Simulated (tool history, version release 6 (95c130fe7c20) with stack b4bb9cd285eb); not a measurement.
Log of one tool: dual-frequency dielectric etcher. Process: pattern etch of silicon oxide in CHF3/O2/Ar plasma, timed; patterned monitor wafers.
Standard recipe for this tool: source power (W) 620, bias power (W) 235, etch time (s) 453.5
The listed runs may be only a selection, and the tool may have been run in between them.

run	hour	source power (W)	bias power (W)	etch time (s)	read-back reference wafer on the same gauge, depth_nm	mean etch depth across the wafer (angstrom)
1	0	560	235	453.5	819.7	9245
2	23.9	560	235	453.5	819.7	9368
# hour 54.3: bias power generator calibrated
3	57.7	560	235	453.5	818.9	9349
4	79.2	620	235	453.5	820.7	9773
5	91.8	620	235	453.5	819.4	9674
6	112.4	620	235	453.5	820.7	9689
7	145.3	620	235	453.5	819.1	9687
8	164.7	620	235	453.5	821	9668
9	197.1	620	235	453.5	821.2	9597
10	223.5	620	235	453.5	822.1	9594
11	238	620	235	453.5	821.2	9617
# hour 266.9: wet clean of the chamber
12	270.5	620	284	415	819.6	9659
13	298.5	770	278	492.5	820.2	12404
14	324.8	620	235	453.5	821.5	9904
# hour 347.9: source power generator calibrated
15	354.5	620	193	347	819.4	7300
16	381.3	620	235	453.5	820.9	9965
17	407.2	740	258	378.5	818.4	9189
18	434.7	620	179	407	819	8396
# hour 442.3: gauge calibrated
19	461.6	620	235	453.5	818.6	9916
20	496.4	550	235	453.5	820.1	9413
# hour 535.3: upper electrode replaced
21	535.8	500	235	553.5	820.5	10945
22	541.8	720	235	536.5	819.8	12509
23	573.5	620	235	327.5	820.9	7034
24	594.1	470	235	410.5	821.6	7828

The next listed run, before its measurement:
25	620.9	620	235	453.5	?	?

Run 25 measured read-back reference wafer on the same gauge, depth_nm 821.7, mean etch depth across the wafer (angstrom) 9825.
The same run, on a tool lacking any hidden state, would have yielded mean etch depth across the wafer (angstrom) 10090.
